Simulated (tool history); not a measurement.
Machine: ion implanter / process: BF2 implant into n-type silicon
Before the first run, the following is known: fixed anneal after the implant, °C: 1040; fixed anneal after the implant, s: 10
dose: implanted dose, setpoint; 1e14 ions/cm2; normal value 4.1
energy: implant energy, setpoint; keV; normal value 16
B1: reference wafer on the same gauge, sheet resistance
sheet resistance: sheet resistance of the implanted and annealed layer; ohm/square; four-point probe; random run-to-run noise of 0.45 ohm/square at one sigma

{"run": 1, "hour": 0.0, "dose": 4.1, "energy": 16, "B1": 266.06, "sheet resistance": 301.57}
{"run": 2, "hour": 60.7, "dose": 4.1, "energy": 16, "B1": 266.07, "sheet resistance": 300.11}
{"hour": 154.9, "done": "Faraday cup replaced and dose calibrated"}
{"run": 3, "hour": 161.6, "dose": 4.1, "energy": 16, "B1": 266.01, "sheet resistance": 304.2}
{"run": 4, "hour": 190.9, "dose": 4.1, "energy": 16, "B1": 266.05, "sheet resistance": 303.32}
{"run": 5, "hour": 224.0, "dose": 4.1, "energy": 16, "B1": 266.1, "sheet resistance": 303.34}
{"run": 6, "hour": 253.9, "dose": 4.1, "energy": 16, "B1": 265.94, "sheet resistance": 302.94}
{"run": 7, "hour": 297.1, "dose": 3.19, "energy": 16, "B1": 265.9, "sheet resistance": 369.68}
{"run": 8, "hour": 326.3, "dose": 3.19, "energy": 16, "B1": 265.93, "sheet resistance": 369.72}
{"run": 9, "hour": 400.9, "dose": 4.47, "energy": 19, "B1": 265.96, "sheet resistance": 275.63}
{"run": 10, "hour": 445.6, "dose": 4.68, "energy": 16, "B1": 265.98, "sheet resistance": 274.46}
{"run": 11, "hour": 516.8, "dose": 4.68, "energy": 16, "B1": 266.04, "sheet resistance": 274.01}
{"run": 12, "hour": 557.1, "dose": 4.68, "energy": 16, "B1": 266, "sheet resistance": 275.17}
{"run": 13, "hour": 606.7, "dose": 4.1, "energy": 16, "B1": 265.99, "sheet resistance": 302.46}
{"hour": 615.9, "done": "extraction supply calibrated"}
{"run": 14, "hour": 666.7, "dose": 4.42, "energy": 14.5, "B1": 265.9, "sheet resistance": 288.86}
{"run": 15, "hour": 701.3, "dose": 5.08, "energy": 16, "B1": 265.98, "sheet resistance": 256.43}
{"hour": 732.4, "done": "gauge calibrated"}
{"run": 16, "hour": 752.5, "dose": 5.08, "energy": 16, "B1": 265.97, "sheet resistance": 256.21}
{"run": 17, "hour": 822.9, "dose": 3.57, "energy": 17.5, "B1": 265.96, "sheet resistance": 330.02}
{"run": 18, "hour": 881.7, "dose": 2.96, "energy": 13, "B1": 265.92, "sheet resistance": 399.62}
{"run": 19, "hour": 919.9, "dose": 3.73, "energy": 11.5, "B1": 265.88, "sheet resistance": 341.85}
{"run": 20, "hour": 979.6, "dose": 3.26, "energy": 19, "B1": 266.01, "sheet resistance": 350.92}
{"run": 21, "hour": 1009.8, "dose": 4.1, "energy": 16, "B1": 266.06, "sheet resistance": 298.61}
{"hour": 1034.4, "done": "Faraday cup replaced and dose calibrated"}
{"run": 22, "hour": 1065.1, "dose": 3.56, "energy": 16, "B1": 265.91, "sheet resistance": 336.69}
{"run": 23, "hour": 1107.6, "dose": 3.62, "energy": 19.5, "B1": 265.93, "sheet resistance": 323.66}
{"run": 24, "hour": 1161.5, "dose": 4.1, "energy": 16, "B1": 266.05, "sheet resistance": 301.54}
{"run": 25, "hour": 1213.4, "dose": 3.4, "energy": 14, "B1": 265.99, "sheet resistance": 356.16}
{"run": 26, "hour": 1273.7, "dose": 5.3, "energy": 11, "B1": 266.05, "sheet resistance": 276.7}
{"run": 27, "hour": 1313.9, "dose": 2.97, "energy": 18.5, "B1": 265.96, "sheet resistance": 383.47}
{"run": 28, "hour": 1380.3, "dose": 4.1, "energy": 16, "B1": 266.11, "sheet resistance": 301.57}
{"run": 29, "hour": 1436.1, "dose": 4.1, "energy": 14.5, "B1": 266.04, "sheet resistance": 306.16}
{"run": 30, "hour": 1481.5, "dose": 3.38, "energy": 14, "B1": 266.05, "sheet resistance": 356.64}
{"run": 31, "hour": 1519.5, "dose": 4.65, "energy": 18, "B1": 265.89, "sheet resistance": 267.87}
{"run": 32, "hour": 1558.4, "dose": 3.5, "energy": 16, "B1": 265.94, "sheet resistance": 339.75}

Estimate the outcome of run 33 from the log above:
{"run": 33, "hour": 1616.2, "dose": 4.1, "energy": 16, "B1": "?", "sheet resistance": "?"}

B1: 265.89
sheet resistance: 299.54 ohm/square
With no hidden state in the tool, this same run would have given sheet resistance 300.82 ohm/square.
